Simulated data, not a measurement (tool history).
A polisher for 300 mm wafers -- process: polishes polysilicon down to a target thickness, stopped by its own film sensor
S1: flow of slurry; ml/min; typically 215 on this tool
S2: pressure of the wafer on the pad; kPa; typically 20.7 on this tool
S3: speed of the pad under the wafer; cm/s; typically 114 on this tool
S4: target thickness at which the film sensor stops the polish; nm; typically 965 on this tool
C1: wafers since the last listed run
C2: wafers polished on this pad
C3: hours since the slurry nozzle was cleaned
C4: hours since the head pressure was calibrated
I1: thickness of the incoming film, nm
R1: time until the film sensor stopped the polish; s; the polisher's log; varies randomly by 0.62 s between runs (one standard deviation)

run   hour   S1    S2   S3    S4   C1    C2     C3     C4      I1    R1
  1    0.0  215  20.7  114   965    0   929  539.7  739.9  1615.4  54.7
  2   11.2  215  20.7   96   965  114  1044  550.9  751.1  1626.4  64.3
  3   22.6  215  20.7   96   965  116  1161  562.3  762.5  1639.6  67.2
  4   32.8  215  20.7   96   965  104  1266  572.5  772.7  1606.6  64.9
      37.7  -- worn pad replaced by a new one
  5   45.1  215  20.7  114  1061   85    75  584.8  785.0  1645.1  44.3
  6   61.0  215  20.7  114   965  162   238  600.7  800.9  1646.1  53.4
  7   77.4  215  20.7  114   965  168   406  617.1  817.3  1621.5  52.4
  8   93.5  215  20.7  114   965  164   571  633.2  833.4  1636.0  52.9
  9  108.6  215  20.7   90   965  154   726  648.3  848.5  1657.0  67.2
 10  126.6  215  20.7  114   965  184   911  666.3  866.5  1643.9  54.6
 11  141.0  215  20.7  114   965  147  1058  680.7  880.9  1654.0  58.7
     159.2  -- worn pad replaced by a new one, of another model than before
 12  192.2  250  20.7  114   965  483   338  731.9  932.1  1611.1  49.9
     202.4  -- head pressure recalibrated
 13  202.9  270  20.7  114  1079   89   427  742.6    0.5  1652.4  45.1
 14  215.1  215  25.5  148  1118  125   552  754.8   12.7  1662.0  31.7
 15  225.9  215  20.7   96   965  110   663  765.6   23.5  1636.3  60.1
 16  242.8  155  20.7  130   876  173   836  782.5   40.4  1647.7  60.0
 17  257.2  215  25.5  148  1118  147   983  796.9   54.8  1620.0  30.7
     286.2  -- slurry nozzle cleaned
 18  296.9  265  24.1   80   753  396  1380   10.7   94.5  1621.0  85.7
     311.5  -- worn pad replaced by a new one
 19  312.0  215  20.7  114   965  113     5   25.8  109.6  1615.3  50.0
 20  322.6  215  20.7  114   965  108   114   36.4  120.2  1635.4  53.2
 21  339.1  250  17.9   86   965  169   283   52.9  136.7  1632.7  67.4
 22  351.1  215  20.7  114  1061  122   406   64.9  148.7  1651.5  47.0
 23  365.9  145  14.5  102  1153  151   557   79.7  163.5  1633.7  53.0

Here are 5 independent what-if runs from the current tool condition. What would each one return?
  A  366.3  215  20.7  114  965   4  561  80.1  163.9  1652.6   ?
  B  366.3  145  20.7   76  860   4  561  80.1  163.9  1652.6   ?
  C  366.3  195  20.7  114  965   4  561  80.1  163.9  1652.6   ?
  D  366.3  215  20.7  128  965   4  561  80.1  163.9  1652.6   ?
  E  366.3  215  14.5  114  779   4  561  80.1  163.9  1652.6   ?

run    R1
  A  54.6
  B  83.9
  C  55.1
  D  50.4
  E  84.8
Without the tool's unlogged condition, the same runs would have read:
run    R1
  A  53.2
  B  81.7
  C  53.6
  D  49.1
  E  82.6

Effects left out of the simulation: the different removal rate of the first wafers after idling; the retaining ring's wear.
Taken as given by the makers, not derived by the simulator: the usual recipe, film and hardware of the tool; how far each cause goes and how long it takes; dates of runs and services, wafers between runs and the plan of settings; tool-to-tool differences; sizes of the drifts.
